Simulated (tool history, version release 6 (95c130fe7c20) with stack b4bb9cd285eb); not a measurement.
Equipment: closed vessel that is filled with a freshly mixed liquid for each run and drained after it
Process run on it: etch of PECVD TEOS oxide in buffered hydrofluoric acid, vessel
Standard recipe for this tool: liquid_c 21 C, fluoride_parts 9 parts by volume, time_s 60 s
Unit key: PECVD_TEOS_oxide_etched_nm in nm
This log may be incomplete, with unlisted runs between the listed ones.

run	hour	liquid_c	fluoride_parts	time_s	read-back film thickness of the PECVD TEOS oxide reference wafer, read on the same gauge (nm)	PECVD_TEOS_oxide_etched_nm
1	0	21	9	35	100.04	65.91
2	55.7	21	9	35	99.98	66.25
# hour 79.6: gauge calibrated
3	104.8	21	9	35	100.01	65.87
4	198.9	21	9	60	99.99	112.14
5	252.8	21	9	60	99.99	113.14
6	358	21	9	60	99.97	112.93
7	441.7	21	9	60	99.97	112.92
8	519.9	21	11	60	100	95.39
9	618.4	21	11	60	100.02	96.3
10	708.8	21	9	60	99.96	111.67
11	806.4	21	10	60	100	104.71
12	874.2	21	10	60	100.03	104.51
13	910.8	21	9	60	99.97	112.02
14	1104.4	19	12	80	99.99	104.8
15	1142.3	23.5	7	90	100.01	251.39
# hour 1156.7: gauge calibrated
16	1178.6	17	10.5	70	100	93.1
17	1238.2	21	9	60	99.94	111.85
18	1334.9	17.5	9	90	99.98	137.1
19	1402.3	22.5	10	75	100	141.8
# hour 1444.1: thermometer replaced
20	1506.9	21	9	60	99.98	116.46
21	1572	21	7.5	40	100.03	93.83
22	1652.7	21	9	60	100	114.88
# hour 1694.5: hydrofluoric acid flow meter replaced
23	1732	23.5	6	45	99.99	147.67

What does the tool deliver on the next run?
24	1827.4	21	9	60	?	?

Logged for run 24: read-back film thickness of the PECVD TEOS oxide reference wafer, read on the same gauge (nm) 99.99, PECVD_TEOS_oxide_etched_nm 114.51 nm.
The same run, on a tool lacking any hidden state, would have yielded PECVD_TEOS_oxide_etched_nm 115.67 nm.

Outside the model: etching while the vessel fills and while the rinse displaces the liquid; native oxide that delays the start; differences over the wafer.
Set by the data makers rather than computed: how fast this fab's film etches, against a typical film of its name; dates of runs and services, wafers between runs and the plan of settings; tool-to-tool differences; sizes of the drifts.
